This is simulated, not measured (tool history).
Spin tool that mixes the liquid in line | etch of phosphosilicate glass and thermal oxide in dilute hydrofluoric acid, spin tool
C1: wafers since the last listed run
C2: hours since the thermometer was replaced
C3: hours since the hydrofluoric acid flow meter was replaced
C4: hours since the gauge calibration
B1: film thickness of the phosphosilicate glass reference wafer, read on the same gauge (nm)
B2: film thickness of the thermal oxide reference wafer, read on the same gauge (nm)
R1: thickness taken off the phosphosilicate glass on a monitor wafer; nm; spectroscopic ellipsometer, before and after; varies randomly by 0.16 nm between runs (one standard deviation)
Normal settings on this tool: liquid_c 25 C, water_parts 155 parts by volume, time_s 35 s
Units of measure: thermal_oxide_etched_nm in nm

Run 1, hour 0: usual settings but time_s 30 s; C1 0; C2 510.8; C3 1938.7; C4 101; B1 110; B2 60.018. Result: R1 23.78 nm, thermal_oxide_etched_nm 0.968 nm.
Run 2, hour 14.4: usual settings but time_s 30 s; C1 137; C2 525.2; C3 1953.1; C4 115.4; B1 110; B2 60.005. Result: R1 23.77 nm, thermal_oxide_etched_nm 0.983 nm.
Run 3, hour 27.6: usual settings but water_parts 215 parts by volume; C1 125; C2 538.4; C3 1966.3; C4 128.6; B1 110.02; B2 60.029. Result: R1 18.56 nm, thermal_oxide_etched_nm 0.773 nm.
Run 4, hour 43.8: usual settings but water_parts 215 parts by volume; C1 154; C2 554.6; C3 1982.5; C4 144.8; B1 110; B2 60.006. Result: R1 18.58 nm, thermal_oxide_etched_nm 0.738 nm.
Run 5, hour 61.7: usual settings but water_parts 215 parts by volume; C1 170; C2 572.5; C3 2000.4; C4 162.7; B1 110; B2 60.003. Result: R1 18.67 nm, thermal_oxide_etched_nm 0.726 nm.
Run 6, hour 96.2: usual settings; C1 328; C2 607; C3 2034.9; C4 197.2; B1 110.01; B2 60.003. Result: R1 27.68 nm, thermal_oxide_etched_nm 1.162 nm.
Run 7, hour 129.2: usual settings; C1 314; C2 640; C3 2067.9; C4 230.2; B1 110; B2 60.015. Result: R1 27.83 nm, thermal_oxide_etched_nm 1.169 nm.
At hour 133.3: thermometer replaced.
Run 8, hour 145.1: usual settings but liquid_c 26.5 C; C1 141; C2 11.8; C3 2083.8; C4 246.1; B1 109.98; B2 59.973. Result: R1 31.38 nm, thermal_oxide_etched_nm 1.309 nm.
Run 9, hour 167.3: usual settings but liquid_c 26.5 C; C1 211; C2 34; C3 2106; C4 268.3; B1 110; B2 60.012. Result: R1 31.25 nm, thermal_oxide_etched_nm 1.259 nm.
Run 10, hour 193.7: usual settings but water_parts 85 parts by volume, time_s 40 s; C1 251; C2 60.4; C3 2132.4; C4 294.7; B1 110; B2 60.017. Result: R1 67.58 nm, thermal_oxide_etched_nm 2.741 nm.
At hour 204.2: thermometer replaced, repeated, since the last time left the tool worse.
Run 11, hour 219: usual settings; C1 231; C2 14.8; C3 2157.7; C4 320; B1 109.99; B2 59.998. Result: R1 26.07 nm, thermal_oxide_etched_nm 1.105 nm.
Run 12, hour 236.6: usual settings but liquid_c 20.5 C, time_s 40 s; C1 167; C2 32.4; C3 2175.3; C4 337.6; B1 110.01; B2 60.005. Result: R1 25.29 nm, thermal_oxide_etched_nm 1.07 nm.
Run 13, hour 299: usual settings but liquid_c 20 C, water_parts 100 parts by volume, time_s 45 s; C1 594; C2 94.8; C3 2237.7; C4 400; B1 109.99; B2 60.004. Result: R1 46 nm, thermal_oxide_etched_nm 1.93 nm.
At hour 304.7: gauge calibrated.
Run 14, hour 322.3: usual settings but liquid_c 21 C, time_s 45 s; C1 222; C2 118.1; C3 2261; C4 17.6; B1 110.01; B2 59.997. Result: R1 28.84 nm, thermal_oxide_etched_nm 1.245 nm.
At hour 325.5: hydrofluoric acid flow meter replaced.
Run 15, hour 341.1: usual settings but time_s 30 s; C1 169; C2 136.9; C3 15.6; C4 36.4; B1 110.01; B2 60.003. Result: R1 22.67 nm, thermal_oxide_etched_nm 0.92 nm.
Run 16, hour 358.7: usual settings but water_parts 75 parts by volume; C1 167; C2 154.5; C3 33.2; C4 54; B1 110; B2 59.989. Result: R1 60.73 nm, thermal_oxide_etched_nm 2.415 nm.
Run 17, hour 373.6: usual settings but time_s 20 s; C1 141; C2 169.4; C3 48.1; C4 68.9; B1 110; B2 60.042. Result: R1 15.2 nm, thermal_oxide_etched_nm 0.632 nm.
Run 18, hour 388.6: usual settings; C1 142; C2 184.4; C3 63.1; C4 83.9; B1 109.99; B2 60.002. Result: R1 26.58 nm, thermal_oxide_etched_nm 1.07 nm.
Run 19, hour 407.9: usual settings; C1 183; C2 203.7; C3 82.4; C4 103.2; B1 110; B2 60.031. Result: R1 26.66 nm, thermal_oxide_etched_nm 1.072 nm.

3 options for the next run, each taken on its own from the tool as it stands now. Forecast them:
Run A, hour 408.3: usual settings but liquid_c 23 C; C1 3; C2 204.1; C3 82.8; C4 103.6; B1 ?; B2 ?. Result: R1 ?, thermal_oxide_etched_nm ?.
Run B, hour 408.3: usual settings but water_parts 130 parts by volume, time_s 20 s; C1 3; C2 204.1; C3 82.8; C4 103.6; B1 ?; B2 ?. Result: R1 ?, thermal_oxide_etched_nm ?.
Run C, hour 408.3: usual settings but water_parts 95 parts by volume; C1 3; C2 204.1; C3 82.8; C4 103.6; B1 ?; B2 ?. Result: R1 ?, thermal_oxide_etched_nm ?.

run      B1      B2     R1  thermal_oxide_etched_nm
  A  110.01  59.997  24.64                    0.965
  B  110.01  59.997  18.66                     0.73
  C  110.01  59.997  46.68                    1.827
Had the tool no hidden state, the same runs would have come out as:
run     R1  thermal_oxide_etched_nm
  A  24.11                    0.944
  B  18.26                    0.715
  C  45.65                    1.787
